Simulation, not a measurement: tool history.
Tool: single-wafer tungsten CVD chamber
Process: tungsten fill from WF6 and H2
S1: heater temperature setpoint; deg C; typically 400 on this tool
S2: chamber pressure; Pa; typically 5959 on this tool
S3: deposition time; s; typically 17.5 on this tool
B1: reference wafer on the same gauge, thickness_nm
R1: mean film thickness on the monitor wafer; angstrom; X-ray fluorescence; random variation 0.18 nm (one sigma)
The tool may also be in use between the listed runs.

{"run": 1, "hour": 0.0, "S1": 400, "S2": 6319, "S3": 17.5, "B1": 49.902, "R1": 599.18}
{"run": 2, "hour": 105.5, "S1": 400, "S2": 6319, "S3": 17.5, "B1": 49.841, "R1": 602.32}
{"run": 3, "hour": 174.3, "S1": 400, "S2": 5959, "S3": 17.5, "B1": 49.914, "R1": 585.32}
{"run": 4, "hour": 247.4, "S1": 400, "S2": 5959, "S3": 17.5, "B1": 49.916, "R1": 587.49}
{"run": 5, "hour": 332.4, "S1": 400, "S2": 5959, "S3": 17.5, "B1": 49.863, "R1": 589.27}
{"run": 6, "hour": 372.8, "S1": 400, "S2": 5959, "S3": 17.5, "B1": 49.883, "R1": 590.93}
{"run": 7, "hour": 412.4, "S1": 400, "S2": 5959, "S3": 17.5, "B1": 49.921, "R1": 590.61}
{"run": 8, "hour": 486.3, "S1": 400, "S2": 5959, "S3": 17.5, "B1": 49.889, "R1": 592.24}
{"hour": 568.7, "done": "capacitance manometer re-zeroed and calibrated"}
{"hour": 582.8, "done": "gauge calibrated"}
{"run": 9, "hour": 585.6, "S1": 400, "S2": 5959, "S3": 17.5, "B1": 49.971, "R1": 593.44}
{"run": 10, "hour": 675.8, "S1": 400, "S2": 5959, "S3": 17.5, "B1": 49.908, "R1": 596.7}
{"run": 11, "hour": 748.7, "S1": 400, "S2": 5959, "S3": 15.8, "B1": 49.89, "R1": 544.09}
{"run": 12, "hour": 795.3, "S1": 387, "S2": 7239, "S3": 16.0, "B1": 49.929, "R1": 478.92}
{"run": 13, "hour": 877.4, "S1": 396, "S2": 5400, "S3": 14.8, "B1": 49.901, "R1": 449.52}
{"hour": 940.4, "done": "thermocouple changed; heater temperature recalibrated"}
{"run": 14, "hour": 971.8, "S1": 400, "S2": 5959, "S3": 17.5, "B1": 49.892, "R1": 567.79}
{"hour": 1055.8, "done": "showerhead replaced"}
{"run": 15, "hour": 1082.8, "S1": 400, "S2": 5959, "S3": 15.1, "B1": 49.885, "R1": 485.62}
{"run": 16, "hour": 1190.1, "S1": 386, "S2": 5959, "S3": 14.5, "B1": 49.922, "R1": 363.51}
{"run": 17, "hour": 1257.8, "S1": 405, "S2": 6359, "S3": 17.5, "B1": 49.883, "R1": 639.61}
{"run": 18, "hour": 1321.6, "S1": 400, "S2": 6319, "S3": 17.5, "B1": 49.841, "R1": 583.99}
{"run": 19, "hour": 1411.1, "S1": 395, "S2": 6586, "S3": 15.1, "B1": 49.906, "R1": 470.29}
{"run": 20, "hour": 1471.2, "S1": 400, "S2": 5959, "S3": 17.5, "B1": 49.855, "R1": 562.11}
{"hour": 1539.2, "done": "gauge calibrated"}
{"run": 21, "hour": 1541.8, "S1": 400, "S2": 5959, "S3": 17.5, "B1": 49.884, "R1": 567.78}
{"run": 22, "hour": 1620.1, "S1": 393, "S2": 5000, "S3": 19.3, "B1": 49.854, "R1": 501.57}

Alternative continuations, all from the tool just after run 22; predict every row:
{"run": "A", "hour": 1620.5, "S1": 400, "S2": 5959, "S3": 17.5, "B1": "?", "R1": "?"}
{"run": "B", "hour": 1620.5, "S1": 389, "S2": 5959, "S3": 17.5, "B1": "?", "R1": "?"}
{"run": "C", "hour": 1620.5, "S1": 409, "S2": 5959, "S3": 17.5, "B1": "?", "R1": "?"}
{"run": "D", "hour": 1620.5, "S1": 400, "S2": 4946, "S3": 17.5, "B1": "?", "R1": "?"}
{"run": "E", "hour": 1620.5, "S1": 400, "S2": 5346, "S3": 15.7, "B1": "?", "R1": "?"}

run=A B1=49.858 R1=565.31
run=B B1=49.858 R1=463.05
run=C B1=49.858 R1=658.63
run=D B1=49.858 R1=510.28
run=E B1=49.858 R1=477.93
Without the tool's unlogged condition, the same runs would have read:
run=A R1=567.24
run=B R1=464.72
run=C R1=660.73
run=D R1=512.02
run=E R1=479.56

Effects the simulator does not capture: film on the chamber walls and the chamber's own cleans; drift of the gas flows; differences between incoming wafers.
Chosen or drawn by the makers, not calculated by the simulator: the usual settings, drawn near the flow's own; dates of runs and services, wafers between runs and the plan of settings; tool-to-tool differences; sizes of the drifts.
